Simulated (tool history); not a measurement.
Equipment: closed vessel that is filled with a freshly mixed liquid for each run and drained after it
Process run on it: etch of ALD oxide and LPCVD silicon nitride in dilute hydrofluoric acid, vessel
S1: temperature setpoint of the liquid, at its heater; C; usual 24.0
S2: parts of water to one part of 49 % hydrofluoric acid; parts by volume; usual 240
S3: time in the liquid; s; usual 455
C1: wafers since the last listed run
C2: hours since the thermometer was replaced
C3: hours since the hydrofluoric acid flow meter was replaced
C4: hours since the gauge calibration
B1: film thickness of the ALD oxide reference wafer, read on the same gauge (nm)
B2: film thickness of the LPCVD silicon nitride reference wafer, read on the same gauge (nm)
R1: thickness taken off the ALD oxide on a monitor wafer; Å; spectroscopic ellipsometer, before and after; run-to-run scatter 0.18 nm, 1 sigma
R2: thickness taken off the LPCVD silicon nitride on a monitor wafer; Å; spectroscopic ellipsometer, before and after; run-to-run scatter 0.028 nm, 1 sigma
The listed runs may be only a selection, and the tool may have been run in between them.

run	hour	S1	S2	S3	C1	C2	C3	C4	B1	B2	R1	R2
1	0.0	24.0	240	455	0	769.5	967.6	147.0	89.99	130.004	291.4	10.05
2	49.7	24.0	240	455	3281	819.2	1017.3	196.7	90.01	129.988	291.4	10.22
3	92.9	24.0	240	455	2851	862.4	1060.5	239.9	89.97	130.012	289.3	9.82
4	131.7	24.0	240	455	2561	901.2	1099.3	278.7	90.02	129.982	288.5	9.94
5	159.0	24.0	240	240	1802	928.5	1126.6	306.0	90.03	129.997	152.5	5.31
6	189.0	24.0	240	240	1980	958.5	1156.6	336.0	89.97	129.963	150.1	5.16
7	222.9	24.0	240	585	2238	992.4	1190.5	369.9	90.00	129.985	373.3	12.39
8	278.1	24.0	240	585	3644	1047.6	1245.7	425.1	90.01	129.979	367.7	12.56
9	319.2	24.0	240	585	2713	1088.7	1286.8	466.2	89.97	130.015	363.5	12.95
10	390.1	24.0	240	455	4680	1159.6	1357.7	537.1	90.02	129.983	286.3	10.07
11	511.5	19.5	120	455	8014	1281.0	1479.1	658.5	90.00	130.003	538.7	13.93
12	540.1	24.0	240	455	1888	1309.6	1507.7	687.1	90.02	129.991	283.4	9.82
13	608.3	24.0	240	595	4502	1377.8	1575.9	755.3	90.01	130.020	366.3	12.46
14	635.0	24.0	240	595	1762	1404.5	1602.6	782.0	90.01	129.997	368.2	12.92
15	687.5	24.0	240	285	3465	1457.0	1655.1	834.5	89.98	130.019	173.8	6.12
# hour 690.8: hydrofluoric acid flow meter replaced
# hour 705.3: thermometer replaced
16	732.4	24.0	240	180	2832	27.1	41.6	879.4	90.01	130.001	124.9	4.18
# hour 769.6: gauge calibrated
17	793.3	24.0	300	455	4020	88.0	102.5	23.7	89.97	130.003	234.4	8.38
18	826.2	26.0	240	455	2171	120.9	135.4	56.6	89.98	129.997	331.6	11.62
19	897.1	24.0	240	455	4680	191.8	206.3	127.5	90.00	130.011	311.7	10.32
20	924.1	24.0	240	455	1782	218.8	233.3	154.5	90.04	129.999	307.2	10.70
21	982.7	26.0	240	625	3868	277.4	291.9	213.1	90.01	130.003	450.7	16.61

Branching from run 21: 3 alternative next runs. What would each branch give?
A	983.5	24.0	240	700	52	278.2	292.7	213.9	?	?	?	?
B	983.5	24.0	240	560	52	278.2	292.7	213.9	?	?	?	?
C	983.5	22.0	200	325	52	278.2	292.7	213.9	?	?	?	?

run	B1	B2	R1	R2
A	90.02	130.017	473.2	16.59
B	90.02	130.017	378.6	13.27
C	90.02	130.017	255.4	8.12
The same runs, with their run-to-run variation unchanged, on a tool lacking any hidden condition would have given:
run	R1	R2
A	485.2	16.92
B	388.2	13.53
C	261.6	8.28
